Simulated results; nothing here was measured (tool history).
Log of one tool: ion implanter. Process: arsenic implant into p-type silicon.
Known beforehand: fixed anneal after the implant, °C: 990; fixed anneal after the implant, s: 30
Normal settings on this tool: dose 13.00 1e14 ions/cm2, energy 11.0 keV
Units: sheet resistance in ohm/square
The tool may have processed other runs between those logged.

| run | hour | dose | energy | read-back reference wafer on the same gauge, sheet resistance | sheet resistance |
|---|---|---|---|---|---|
| 1 | 0.0 | 13.00 | 11.0 | 125.96 | 139.31 |
| 2 | 13.7 | 13.00 | 11.0 | 126.14 | 138.95 |
| 3 | 25.3 | 13.00 | 10.0 | 125.99 | 141.42 |
| 4 | 34.0 | 13.00 | 10.0 | 126.05 | 141.83 |
| 5 | 49.3 | 13.00 | 10.0 | 126.04 | 141.32 |
| 6 | 57.9 | 13.00 | 11.0 | 126.22 | 139.50 |
| 7 | 70.5 | 13.00 | 11.0 | 125.93 | 139.27 |
| 8 | 79.1 | 13.00 | 11.0 | 126.05 | 139.39 |
|  | 86.5 | gauge calibrated |
| 9 | 90.5 | 13.00 | 11.0 | 126.01 | 139.61 |
| 10 | 103.6 | 13.00 | 11.0 | 125.94 | 139.51 |
| 11 | 110.2 | 15.64 | 9.5 | 126.05 | 135.69 |
|  | 121.6 | Faraday cup replaced and dose calibrated |
|  | 128.5 | extraction supply calibrated |
| 12 | 129.0 | 13.00 | 10.0 | 126.03 | 141.69 |
| 13 | 136.1 | 9.11 | 8.5 | 125.99 | 164.56 |
| 14 | 151.9 | 10.41 | 7.5 | 126.03 | 159.30 |
| 15 | 167.3 | 15.32 | 11.0 | 126.02 | 133.12 |
| 16 | 184.1 | 13.00 | 11.0 | 125.99 | 139.85 |
| 17 | 190.5 | 11.89 | 10.0 | 125.96 | 146.07 |
| 18 | 203.9 | 14.91 | 8.5 | 126.00 | 140.29 |
|  | 222.3 | gauge calibrated |
| 19 | 226.8 | 9.73 | 7.0 | 125.97 | 164.94 |
| 20 | 234.7 | 16.24 | 8.0 | 126.04 | 138.77 |
| 21 | 241.9 | 11.68 | 7.5 | 125.95 | 153.22 |

What was the tool's hidden state at every run in the log?
deviation of the true dose from the Faraday cup's reading, %: 0 across all the runs
deviation of the true energy from its setpoint, %: 0 across all the runs
gauge reads high (%): 0 across all the runs
